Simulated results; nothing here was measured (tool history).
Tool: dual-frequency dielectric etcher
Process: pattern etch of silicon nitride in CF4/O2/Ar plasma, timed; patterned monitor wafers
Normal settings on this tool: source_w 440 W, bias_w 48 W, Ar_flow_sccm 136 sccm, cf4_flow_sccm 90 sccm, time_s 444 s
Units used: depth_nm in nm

| run | hour | source_w | bias_w | Ar_flow_sccm | cf4_flow_sccm | time_s | read-back reference wafer on the same gauge, depth_nm | depth_nm |
|---|---|---|---|---|---|---|---|---|
| 1 | 0 | 440 | 48 | 136 | 90 | 444 | 529.3 | 599.3 |
| 2 | 25 | 440 | 48 | 136 | 90 | 372.5 | 529 | 502.5 |
| 3 | 60.2 | 440 | 48 | 136 | 90 | 444 | 528.7 | 597.5 |
| 4 | 76.4 | 440 | 48 | 136 | 90 | 444 | 528.8 | 596.8 |
| 5 | 98.7 | 440 | 48 | 136 | 90 | 444 | 529.1 | 594.4 |
| 6 | 112.3 | 440 | 48 | 136 | 90 | 444 | 529.1 | 594.9 |
| 7 | 126.6 | 440 | 48 | 136 | 90 | 444 | 528.9 | 594.9 |
|  | 152 | wet clean of the chamber |
|  | 154.8 | source power generator calibrated |
|  | 158.7 | bias power generator calibrated |
| 8 | 159.2 | 440 | 48 | 136 | 90 | 444 | 529.1 | 638 |
| 9 | 159.6 | 440 | 48 | 136 | 90 | 444 | 529.1 | 638.1 |
| 10 | 186.4 | 440 | 48 | 136 | 90 | 444 | 528.5 | 637.7 |
| 11 | 210.9 | 470 | 48 | 136 | 90 | 444 | 528.9 | 674.5 |
|  | 221.8 | gauge calibrated |
| 12 | 232.4 | 440 | 48 | 149 | 90 | 333.5 | 528.8 | 473 |
| 13 | 249.5 | 440 | 48 | 136 | 90 | 444 | 529.3 | 634.9 |
| 14 | 266.9 | 440 | 43 | 136 | 90 | 444 | 528.8 | 615.7 |
| 15 | 283.1 | 440 | 48 | 136 | 97 | 444 | 529 | 641 |
|  | 289.5 | CF4 flow controller replaced |
|  | 313.6 | upper electrode replaced |
|  | 337 | Ar flow controller replaced |
| 16 | 364.5 | 440 | 45 | 136 | 90 | 488 | 528.7 | 682.4 |
| 17 | 377.1 | 440 | 48 | 161 | 90 | 444 | 529.1 | 620.8 |
| 18 | 408.6 | 440 | 48 | 136 | 90 | 444 | 529 | 629 |
| 19 | 440.5 | 540 | 52 | 146 | 90 | 365.5 | 529 | 633.6 |

Alternative continuations, all from the tool just after run 19; predict every row:
| A | 441 | 440 | 48 | 136 | 90 | 375.5 | ? | ? |
| B | 441 | 370 | 48 | 153 | 106 | 444 | ? | ? |
| C | 441 | 380 | 48 | 136 | 96 | 444 | ? | ? |
| D | 441 | 500 | 48 | 155 | 103 | 444 | ? | ? |

| run | read-back reference wafer on the same gauge, depth_nm | depth_nm |
|---|---|---|
| A | 529.2 | 532.5 |
| B | 529.2 | 543.5 |
| C | 529.2 | 555.1 |
| D | 529.2 | 714.4 |
Stripped of hidden state, with their random variation kept, the same runs would have yielded:
| run | depth_nm |
|---|---|
| A | 533.7 |
| B | 544.8 |
| C | 556.4 |
| D | 716 |
